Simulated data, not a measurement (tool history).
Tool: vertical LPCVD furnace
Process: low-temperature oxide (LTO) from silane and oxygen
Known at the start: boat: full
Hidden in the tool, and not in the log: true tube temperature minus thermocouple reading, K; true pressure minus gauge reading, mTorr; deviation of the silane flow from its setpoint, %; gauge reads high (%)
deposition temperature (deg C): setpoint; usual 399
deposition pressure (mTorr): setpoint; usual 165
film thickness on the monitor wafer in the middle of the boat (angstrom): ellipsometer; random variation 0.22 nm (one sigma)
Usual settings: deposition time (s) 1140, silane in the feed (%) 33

| run | hour | deposition temperature (deg C) | deposition pressure (mTorr) | deposition time (s) | silane in the feed (%) | wafers since the last listed run | hours since the last temperature calibration | hours since the pressure gauge was zeroed | hours since the silane flow controller was replaced | hours since the gauge calibration | read-back reference wafer on the same gauge, thickness | film thickness on the monitor wafer in the middle of the boat (angstrom) |
|---|---|---|---|---|---|---|---|---|---|---|---|---|
| 1 | 0 | 399 | 165 | 1320 | 33 | 0 | 4214.5 | 3199.7 | 4.8 | 260.2 | 127.01 | 1217.9 |
| 2 | 4.3 | 399 | 165 | 1140 | 33 | 56 | 4218.8 | 3204 | 9.1 | 264.5 | 126.98 | 1051 |
| 3 | 8.5 | 399 | 165 | 1140 | 33 | 55 | 4223 | 3208.2 | 13.3 | 268.7 | 127.07 | 1051.8 |
| 4 | 20.7 | 399 | 165 | 1140 | 33 | 161 | 4235.2 | 3220.4 | 25.5 | 280.9 | 127.05 | 1053.6 |
| 5 | 37.7 | 399 | 165 | 1140 | 33 | 224 | 4252.2 | 3237.4 | 42.5 | 297.9 | 126.96 | 1051.2 |
| 6 | 45.6 | 399 | 165 | 1140 | 33 | 104 | 4260.1 | 3245.3 | 50.4 | 305.8 | 127.03 | 1050.8 |
| 7 | 58.4 | 399 | 165 | 1140 | 33 | 169 | 4272.9 | 3258.1 | 63.2 | 318.6 | 127.05 | 1052.7 |
| 8 | 75.2 | 399 | 190 | 810 | 33 | 222 | 4289.7 | 3274.9 | 80 | 335.4 | 126.99 | 866.6 |
| 9 | 87.1 | 388 | 165 | 1140 | 33 | 157 | 4301.6 | 3286.8 | 91.9 | 347.3 | 126.94 | 920.1 |
| 10 | 95.6 | 399 | 165 | 1140 | 33 | 112 | 4310.1 | 3295.3 | 100.4 | 355.8 | 126.91 | 1053.9 |
|  | 121.7 | gauge calibrated |
| 11 | 147.5 | 399 | 165 | 1140 | 33 | 686 | 4362 | 3347.2 | 152.3 | 25.8 | 127.05 | 1055.3 |
| 12 | 164.6 | 399 | 205 | 1140 | 33 | 226 | 4379.1 | 3364.3 | 169.4 | 42.9 | 126.95 | 1320.2 |
| 13 | 179.2 | 399 | 165 | 690 | 33 | 193 | 4393.7 | 3378.9 | 184 | 57.5 | 126.97 | 639.6 |
| 14 | 186.2 | 399 | 130 | 1140 | 33 | 92 | 4400.7 | 3385.9 | 191 | 64.5 | 127.02 | 818 |
| 15 | 203.9 | 405 | 175 | 1140 | 33 | 234 | 4418.4 | 3403.6 | 208.7 | 82.2 | 126.97 | 1204.9 |
| 16 | 220.3 | 399 | 165 | 1140 | 33 | 217 | 4434.8 | 3420 | 225.1 | 98.6 | 126.88 | 1055.8 |
| 17 | 237.1 | 399 | 165 | 1140 | 33 | 222 | 4451.6 | 3436.8 | 241.9 | 115.4 | 127 | 1053.6 |
| 18 | 258.8 | 399 | 165 | 1140 | 33 | 287 | 4473.3 | 3458.5 | 263.6 | 137.1 | 127 | 1057.4 |
| 19 | 273.6 | 404 | 165 | 1500 | 33 | 195 | 4488.1 | 3473.3 | 278.4 | 151.9 | 126.99 | 1470.1 |
| 20 | 284.5 | 399 | 165 | 1140 | 37 | 144 | 4499 | 3484.2 | 289.3 | 162.8 | 127.01 | 1231.2 |
|  | 333.5 | thermocouples replaced and temperature profile calibrated |
|  | 334.7 | pressure gauge zeroed |
| 21 | 335.2 | 393 | 130 | 1140 | 33 | 337 | 1.7 | 0.5 | 340 | 213.5 | 126.94 | 827.7 |
| 22 | 339.5 | 399 | 205 | 1140 | 33 | 56 | 6 | 4.8 | 344.3 | 217.8 | 126.96 | 1393 |
| 23 | 354 | 399 | 165 | 720 | 27 | 191 | 20.5 | 19.3 | 358.8 | 232.3 | 126.97 | 532.8 |
| 24 | 362.1 | 399 | 165 | 1590 | 27 | 107 | 28.6 | 27.4 | 366.9 | 240.4 | 127 | 1172.2 |
| 25 | 375.8 | 399 | 165 | 1140 | 33 | 181 | 42.3 | 41.1 | 380.6 | 254.1 | 127.07 | 1120.3 |
| 26 | 386.6 | 399 | 165 | 1260 | 33 | 142 | 53.1 | 51.9 | 391.4 | 264.9 | 127.08 | 1242.7 |
| 27 | 397.1 | 399 | 165 | 1140 | 33 | 138 | 63.6 | 62.4 | 401.9 | 275.4 | 126.95 | 1124.2 |
| 28 | 412.2 | 399 | 165 | 1140 | 33 | 199 | 78.7 | 77.5 | 417 | 290.5 | 127.04 | 1121.2 |
| 29 | 429 | 392 | 205 | 1140 | 33 | 222 | 95.5 | 94.3 | 433.8 | 307.3 | 127.11 | 1283.1 |
| 30 | 473.1 | 394 | 125 | 900 | 33 | 583 | 139.6 | 138.4 | 477.9 | 351.4 | 127 | 632.3 |
| 31 | 489.1 | 399 | 165 | 1560 | 28 | 211 | 155.6 | 154.4 | 493.9 | 367.4 | 127.07 | 1206 |
| 32 | 501.2 | 399 | 165 | 900 | 38 | 160 | 167.7 | 166.5 | 506 | 379.5 | 127 | 1062 |

3 ways to go on from here, each from the tool as it stands after run 32. What would each give?
| A | 505.6 | 399 | 135 | 1140 | 33 | 58 | 172.1 | 170.9 | 510.4 | 383.9 | ? | ? |
| B | 505.6 | 408 | 205 | 720 | 33 | 58 | 172.1 | 170.9 | 510.4 | 383.9 | ? | ? |
| C | 505.6 | 399 | 140 | 1140 | 33 | 58 | 172.1 | 170.9 | 510.4 | 383.9 | ? | ? |

| run | read-back reference wafer on the same gauge, thickness | film thickness on the monitor wafer in the middle of the boat (angstrom) |
|---|---|---|
| A | 127.01 | 920.6 |
| B | 127.01 | 976.2 |
| C | 127.01 | 954.4 |
Without the tool's hidden state the same runs would have given:
| run | film thickness on the monitor wafer in the middle of the boat (angstrom) |
|---|---|
| A | 902.9 |
| B | 960.2 |
| C | 936.3 |

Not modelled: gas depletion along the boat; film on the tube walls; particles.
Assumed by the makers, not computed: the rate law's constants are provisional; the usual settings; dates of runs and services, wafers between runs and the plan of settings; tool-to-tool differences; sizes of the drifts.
